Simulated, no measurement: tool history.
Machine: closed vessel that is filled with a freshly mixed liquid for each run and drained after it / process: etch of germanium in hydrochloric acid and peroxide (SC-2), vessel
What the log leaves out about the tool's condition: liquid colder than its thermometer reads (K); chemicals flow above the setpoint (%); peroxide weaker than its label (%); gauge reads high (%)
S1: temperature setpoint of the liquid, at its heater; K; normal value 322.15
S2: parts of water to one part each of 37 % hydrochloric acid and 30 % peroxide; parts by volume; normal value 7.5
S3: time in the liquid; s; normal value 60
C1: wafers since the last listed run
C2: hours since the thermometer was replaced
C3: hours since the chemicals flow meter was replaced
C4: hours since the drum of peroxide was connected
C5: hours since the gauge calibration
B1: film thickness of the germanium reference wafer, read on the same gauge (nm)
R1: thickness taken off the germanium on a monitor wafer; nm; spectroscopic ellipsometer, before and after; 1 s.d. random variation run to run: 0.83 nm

run   hour      S1    S2  S3    C1      C2      C3      C4     C5      B1      R1
  1    0.0  322.15   7.5  70     0  1051.8  1385.0   835.2  447.7  120.04  158.91
  2  106.6  322.15   7.5  70  6983  1158.4  1491.6   941.8  554.3  119.98  156.75
  3  132.6  322.15   7.5  60  1703  1184.4  1517.6   967.8  580.3  120.01  133.89
  4  165.9  329.65   7.5  60  2181  1217.7  1550.9  1001.1  613.6  120.00  170.46
  5  223.8  322.15   7.5  60  3793  1275.6  1608.8  1059.0  671.5  119.97  136.48
  6  250.1  322.15   7.5  60  1722  1301.9  1635.1  1085.3  697.8  120.01  133.51
     271.5  -- chemicals flow meter replaced
  7  285.2  322.15   7.5  60  2233  1337.0    13.7  1120.4  732.9  119.99  133.17
  8  306.5  322.15   7.5  60  1395  1358.3    35.0  1141.7  754.2  119.97  135.06
  9  328.6  322.15   7.5  60  1447  1380.4    57.1  1163.8  776.3  119.98  134.41
 10  363.3  315.15   7.5  70  2273  1415.1    91.8  1198.5  811.0  120.04  123.01
     392.2  -- gauge calibrated
 11  393.6  315.15   7.5  70  1984  1445.4   122.1  1228.8    1.4  119.99  122.99
 12  500.8  315.15   7.5  70  7022  1552.6   229.3  1336.0  108.6  119.98  122.82
 13  532.2  325.65   7.5  60  2057  1584.0   260.7  1367.4  140.0  119.98  148.32
 14  561.1  322.15   6.0  30  1893  1612.9   289.6  1396.3  168.9  120.00   67.49
 15  581.7  316.15   7.5  45  1349  1633.5   310.2  1416.9  189.5  119.94   81.78
     582.8  -- new drum of peroxide connected
 16  597.0  332.15   7.5  95   936  1648.8   325.5    14.2  204.8  120.00  284.51
     614.6  -- thermometer replaced
 17  631.3  322.15   7.5  60  2181    16.7   359.8    48.5  239.1  120.01  142.90
 18  650.6  322.15   6.0  30  1264    36.0   379.1    67.8  258.4  120.03   71.20
 19  664.7  325.15  10.0  90   923    50.1   393.2    81.9  272.5  120.01  227.49
 20  692.3  331.65  10.5  80  1808    77.7   420.8   109.5  300.1  120.01  246.37
 21  727.4  322.15   7.5  60  2299   112.8   455.9   144.6  335.2  119.98  140.08
 22  740.4  331.15   7.5  60   851   125.8   468.9   157.6  348.2  120.01  186.95
 23  753.1  322.15   7.5  60   831   138.5   481.6   170.3  360.9  120.03  140.75
 24  788.6  328.65   5.5  35  2325   174.0   517.1   205.8  396.4  120.04  102.36
 25  818.1  322.15   5.5  60  1932   203.5   546.6   235.3  425.9  120.04  142.87

Some steps in R1, run to run, broken into two amounts with sign: the step expected even without the hidden condition (settings, incoming material, random variation), and the rest, left for the hidden condition together with whatever gauge scatter is not in both the measured and the hidden-condition-free result:
Run 15 -> 16: S1 316.15 -> 332.15, S3 45 -> 95, new drum of peroxide connected. R1 +202.73 nm: hidden state -14.38, all else +217.11.
Run 16 -> 17: S1 332.15 -> 322.15, S3 95 -> 60, thermometer replaced. R1 -141.61 nm: hidden state +19.81, all else -161.42.
Run 18 -> 19: S1 322.15 -> 325.15, S2 6.0 -> 10.0, S3 30 -> 90. R1 +156.29 nm: hidden state -1.62, all else +157.91.

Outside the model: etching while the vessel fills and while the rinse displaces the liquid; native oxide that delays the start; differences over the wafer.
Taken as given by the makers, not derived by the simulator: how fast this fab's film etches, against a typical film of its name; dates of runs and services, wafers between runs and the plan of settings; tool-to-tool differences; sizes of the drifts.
